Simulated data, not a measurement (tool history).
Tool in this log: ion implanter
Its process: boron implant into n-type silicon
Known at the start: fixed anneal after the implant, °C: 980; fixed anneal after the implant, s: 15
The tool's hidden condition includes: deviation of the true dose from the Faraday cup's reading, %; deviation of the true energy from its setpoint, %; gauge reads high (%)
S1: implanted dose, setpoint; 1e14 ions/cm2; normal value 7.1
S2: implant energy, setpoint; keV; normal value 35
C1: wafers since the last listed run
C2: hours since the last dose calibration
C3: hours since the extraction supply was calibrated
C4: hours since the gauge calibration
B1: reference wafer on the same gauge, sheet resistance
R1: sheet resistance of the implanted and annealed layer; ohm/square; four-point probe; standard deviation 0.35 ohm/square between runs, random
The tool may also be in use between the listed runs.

run 1 day=0 | S1=7.1 S2=35 | C1=0 C2=1360 C3=5536.2 C4=650.1 | B1=162.91 | R1=170.83
run 2 day=3.842 | S1=7.1 S2=35 | C1=1756 C2=1452.2 C3=5628.4 C4=742.3 | B1=163.04 | R1=171.6
-- day=6.675 gauge calibrated
run 3 day=6.704 | S1=7.1 S2=35 | C1=1308 C2=1520.9 C3=5697.1 C4=0.7 | B1=163.01 | R1=172.46
run 4 day=9.496 | S1=6.41 S2=35 | C1=1276 C2=1587.9 C3=5764.1 C4=67.7 | B1=162.94 | R1=187.59
run 5 day=11.067 | S1=6.41 S2=35 | C1=718 C2=1625.6 C3=5801.8 C4=105.4 | B1=162.99 | R1=188.29
run 6 day=13.788 | S1=6.41 S2=35 | C1=1243 C2=1690.9 C3=5867.1 C4=170.7 | B1=162.91 | R1=188.88
-- day=15.192 Faraday cup replaced and dose calibrated
-- day=15.596 extraction supply calibrated
run 7 day=15.754 | S1=7.1 S2=27.5 | C1=594 C2=13.5 C3=3.8 C4=217.9 | B1=163.04 | R1=168.03
run 8 day=19.121 | S1=7.1 S2=29 | C1=1539 C2=94.3 C3=84.6 C4=298.7 | B1=163.01 | R1=168.35
run 9 day=21.071 | S1=8.82 S2=29 | C1=891 C2=141.1 C3=131.4 C4=345.5 | B1=162.93 | R1=140.73
run 10 day=23.204 | S1=8.72 S2=35 | C1=975 C2=192.3 C3=182.6 C4=396.7 | B1=162.99 | R1=141.21
run 11 day=24.875 | S1=7.7 S2=41 | C1=763 C2=232.4 C3=222.7 C4=436.8 | B1=163.04 | R1=155.73

What will run 12 give?
run 12 day=27.938 | S1=5.68 S2=30 | C1=1400 C2=305.9 C3=296.2 C4=510.3 | B1=? | R1=?

Run 12 produced B1 163, R1 201.21 ohm/square.
With no hidden state in the tool, this same run would have given R1 200.68 ohm/square.

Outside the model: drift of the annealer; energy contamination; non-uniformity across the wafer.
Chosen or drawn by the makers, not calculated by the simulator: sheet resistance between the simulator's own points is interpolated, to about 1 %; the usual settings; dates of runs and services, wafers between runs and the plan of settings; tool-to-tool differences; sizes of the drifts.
